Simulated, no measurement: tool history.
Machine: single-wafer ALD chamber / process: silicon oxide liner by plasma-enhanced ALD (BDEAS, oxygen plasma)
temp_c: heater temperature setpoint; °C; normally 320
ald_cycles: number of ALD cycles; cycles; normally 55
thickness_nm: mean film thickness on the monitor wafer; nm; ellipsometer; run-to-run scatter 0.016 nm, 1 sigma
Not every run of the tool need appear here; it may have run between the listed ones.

run   hour  temp_c  ald_cycles  read-back reference wafer on the same gauge, thickness_nm  thickness_nm
  1      0     320          55                                                      5.771         4.844
  2   29.1     320          55                                                      5.779         4.843
  3   53.1     320          55                                                      5.777         4.854
  4   86.3     320          62                                                      5.764         5.453
  5  118.9     320          55                                                      5.763          4.82
  6  132.7     320          55                                                      5.765         4.818
  7  160.8     320          55                                                      5.763         4.827
  8  181.9     320          55                                                      5.755         4.819
     190.2  -- gauge calibrated
  9  204.8     320          60                                                      5.857          5.36
     216.4  -- thermocouple changed; heater temperature recalibrated
 10  230.1     325          51                                                      5.841         4.501
 11  264.7     320          65                                                      5.821         5.761
 12  289.4     309          55                                                      5.816         4.929
 13  374.9     320          55                                                      5.785         4.855
 14  397.9     330          47                                                      5.787         4.073
 15  427.6     330          48                                                      5.775         4.192

Expected results for the next run?
 16  448.6     320          55                                                          ?             ?

read-back reference wafer on the same gauge, thickness_nm: 5.789
thickness_nm: 4.84 nm
On a tool with no hidden condition, and with the same random variation, this run would have come out at thickness_nm 4.908 nm.
